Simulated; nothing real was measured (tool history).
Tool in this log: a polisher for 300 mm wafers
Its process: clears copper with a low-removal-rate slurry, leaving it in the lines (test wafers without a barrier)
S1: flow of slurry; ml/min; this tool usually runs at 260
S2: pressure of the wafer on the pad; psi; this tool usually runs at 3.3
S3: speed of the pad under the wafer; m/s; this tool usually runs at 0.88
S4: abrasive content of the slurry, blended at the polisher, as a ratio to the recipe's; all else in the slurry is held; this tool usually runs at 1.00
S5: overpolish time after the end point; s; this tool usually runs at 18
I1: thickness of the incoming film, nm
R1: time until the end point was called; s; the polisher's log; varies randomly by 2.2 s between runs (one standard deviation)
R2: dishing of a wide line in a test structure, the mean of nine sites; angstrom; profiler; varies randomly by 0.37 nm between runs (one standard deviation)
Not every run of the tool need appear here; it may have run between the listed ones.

run	hour	S1	S2	S3	S4	S5	I1	R1	R2
1	0.0	260	3.3	0.88	0.90	18	374.0	153.5	347
2	29.2	205	3.3	0.88	1.00	18	375.6	164.8	354
# hour 59.0: worn pad replaced by a new one
3	64.1	200	3.3	0.88	1.00	18	375.3	161.0	343
4	90.9	260	3.3	0.88	0.80	18	374.7	171.4	338
5	125.5	260	3.3	0.88	1.00	18	376.0	160.0	352
6	145.4	260	2.8	0.58	1.00	18	377.1	276.3	210
# hour 175.8: slurry blender recalibrated
7	180.9	260	3.3	0.68	0.90	18	373.4	200.8	281
8	193.5	260	3.3	0.88	1.00	18	369.8	153.0	361
9	213.2	260	3.3	0.88	1.00	18	374.3	154.0	362
10	228.9	295	3.3	0.96	1.00	26	368.4	136.6	544
11	261.7	315	3.3	0.88	1.25	18	373.2	143.8	388
# hour 276.1: head pressure recalibrated
12	279.1	260	4.4	0.72	0.75	10	377.0	162.8	198
# hour 299.3: worn pad replaced by a new one
13	300.8	260	3.3	0.88	1.00	18	372.5	156.3	351
14	319.0	325	3.3	0.88	1.00	10	376.3	152.3	213
# hour 335.4: slurry nozzle cleaned
15	342.4	260	3.3	0.88	1.00	18	371.0	157.0	355
16	419.9	330	3.3	0.58	0.85	18	378.4	256.5	230
# hour 447.0: slurry blender recalibrated
17	447.5	260	2.1	0.66	0.70	14	373.7	308.6	147
18	476.6	260	3.3	0.74	1.00	7	381.0	184.9	128
19	492.6	260	3.3	0.88	1.20	18	380.1	151.0	379
20	508.7	260	3.3	0.60	1.00	18	370.5	227.1	259
21	530.0	260	4.0	0.88	1.00	12	378.0	139.3	286
22	551.8	180	3.6	0.88	1.00	18	370.1	151.5	366
# hour 562.3: worn pad replaced by a new one
23	583.6	260	3.3	0.88	1.00	18	376.6	156.0	357
24	604.8	200	3.3	0.88	1.25	18	375.0	154.3	361
# hour 608.7: head pressure recalibrated
25	639.3	260	3.3	1.10	1.00	18	380.1	127.5	426
26	669.9	260	2.3	0.88	1.00	28	378.4	214.0	401
27	687.5	260	3.3	0.88	0.85	18	381.0	175.3	325

Run by run, hidden condition taken away, random variation retained:
The tool's hidden condition here consists of: removal rate lost through wear of the pad, %; slurry flow missing at the pad, %; deviation of the head's pressure from its setpoint, %; abrasive missing from the slurry, %.
run	R1	R2
1	150.6	353
2	160.5	363
3	155.5	354
4	164.7	351
5	152.1	368
6	261.3	222
7	199.8	283
8	151.8	363
9	152.2	366
10	134.5	551
11	140.4	397
12	158.6	203
13	151.3	361
14	146.8	220
15	150.4	369
16	241.1	243
17	306.5	148
18	182.3	129
19	148.3	386
20	222.3	264
21	135.7	293
22	146.8	377
23	150.0	370
24	147.4	376
25	120.8	446
26	201.2	424
27	164.3	345

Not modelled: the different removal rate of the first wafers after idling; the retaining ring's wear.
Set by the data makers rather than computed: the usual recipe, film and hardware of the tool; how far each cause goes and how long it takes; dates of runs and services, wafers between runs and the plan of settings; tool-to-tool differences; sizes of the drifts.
